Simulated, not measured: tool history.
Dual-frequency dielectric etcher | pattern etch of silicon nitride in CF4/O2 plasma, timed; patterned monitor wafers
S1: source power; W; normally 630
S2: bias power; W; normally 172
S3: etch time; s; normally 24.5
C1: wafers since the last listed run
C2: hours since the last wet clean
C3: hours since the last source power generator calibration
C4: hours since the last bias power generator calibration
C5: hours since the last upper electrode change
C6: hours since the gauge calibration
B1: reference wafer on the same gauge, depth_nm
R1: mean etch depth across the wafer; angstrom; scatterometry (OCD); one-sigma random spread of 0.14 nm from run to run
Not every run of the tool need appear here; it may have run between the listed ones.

run,hour,S1,S2,S3,C1,C2,C3,C4,C5,C6,B1,R1
1,0,630,172,24.5,0,321.5,3975.3,3711.7,1409,1793.9,65.7,601
2,100.6,630,172,24.5,2059,422.1,4075.9,3812.3,1509.6,1894.5,65.7,602
# hour 121.9: bias power generator calibrated
# hour 160.2: wet clean of the chamber
3,160.7,630,172,24.5,657,0.5,4136,38.8,1569.7,1954.6,65.7,602
4,167.7,630,172,24.5,143,7.5,4143,45.8,1576.7,1961.6,65.7,599
5,224.1,630,196,24.5,1154,63.9,4199.4,102.2,1633.1,2018,65.7,638
6,257.4,630,196,24.5,681,97.2,4232.7,135.5,1666.4,2051.3,65.7,638
7,315,630,172,27.5,1179,154.8,4290.3,193.1,1724,2108.9,65.8,675
8,346.1,780,204,31,636,185.9,4321.4,224.2,1755.1,2140,65.7,985
9,389.5,630,172,24.5,888,229.3,4364.8,267.6,1798.5,2183.4,65.7,602
# hour 455.7: source power generator calibrated
10,509.7,630,195,30.5,2378,349.5,54,387.8,1918.7,2303.6,65.7,807
11,561.8,580,172,28,1066,401.6,106.1,439.9,1970.8,2355.7,65.7,653
12,611.7,490,209,28,1021,451.5,156,489.8,2020.7,2405.6,65.7,621
# hour 695.5: wet clean of the chamber
13,696,580,145,17.5,1234,0.5,240.3,574.1,2105,2489.9,65.7,378
14,708.8,630,172,20,262,13.3,253.1,586.9,2117.8,2502.7,65.7,500
15,767.2,540,172,18.5,1195,71.7,311.5,645.3,2176.2,2561.1,65.7,408
16,823.7,560,140,21,1156,128.2,368,701.8,2232.7,2617.6,65.8,435
17,877.9,590,195,31.5,1109,182.4,422.2,756,2286.9,2671.8,65.6,794
# hour 887.8: source power generator calibrated, repeated, since the last time left the tool worse
18,937.1,630,172,24.5,1130,241.6,49.3,815.2,2346.1,2731,65.6,592
# hour 998.2: upper electrode replaced
19,998.7,540,208,29,769,303.2,110.9,876.8,0.5,2792.6,65.6,668
20,1052.8,540,211,27.5,1107,357.3,165,930.9,54.6,2846.7,65.7,637
# hour 1056.9: gauge calibrated
21,1123,560,140,21,1437,427.5,235.2,1001.1,124.8,66.1,65.7,420
# hour 1277.8: wet clean of the chamber
22,1281.7,520,149,29.5,2757,3.9,393.9,1159.8,283.5,224.8,65.7,571
23,1310,630,172,17.5,579,32.2,422.2,1188.1,311.8,253.1,65.7,424
24,1365,680,172,22.5,1125,87.2,477.2,1243.1,366.8,308.1,65.7,580
25,1408.1,630,172,24.5,882,130.3,520.3,1286.2,409.9,351.2,65.8,592
26,1471.8,630,196,30,1304,194,584,1349.9,473.6,414.9,65.6,771
27,1517.5,630,148,29,935,239.7,629.7,1395.6,519.3,460.6,65.7,658
28,1571.9,540,160,27.5,1113,294.1,684.1,1450,573.7,515,65.7,565
29,1624.3,780,204,31,1072,346.5,736.5,1502.4,626.1,567.4,65.7,973

5 ways to go on from here, each from the tool as it stands after run 29. What would each give?
A,1624.7,630,172,28.5,8,346.9,736.9,1502.8,626.5,567.8,?,?
B,1624.7,500,205,24.5,8,346.9,736.9,1502.8,626.5,567.8,?,?
C,1624.7,530,172,24.5,8,346.9,736.9,1502.8,626.5,567.8,?,?
D,1624.7,470,207,32,8,346.9,736.9,1502.8,626.5,567.8,?,?
E,1624.7,570,189,28,8,346.9,736.9,1502.8,626.5,567.8,?,?

run,B1,R1
A,65.7,691
B,65.7,529
C,65.7,514
D,65.7,659
E,65.7,651
With the hidden condition removed and each run's random variation left untouched, the same runs would have given:
run,R1
A,689
B,527
C,512
D,657
E,649
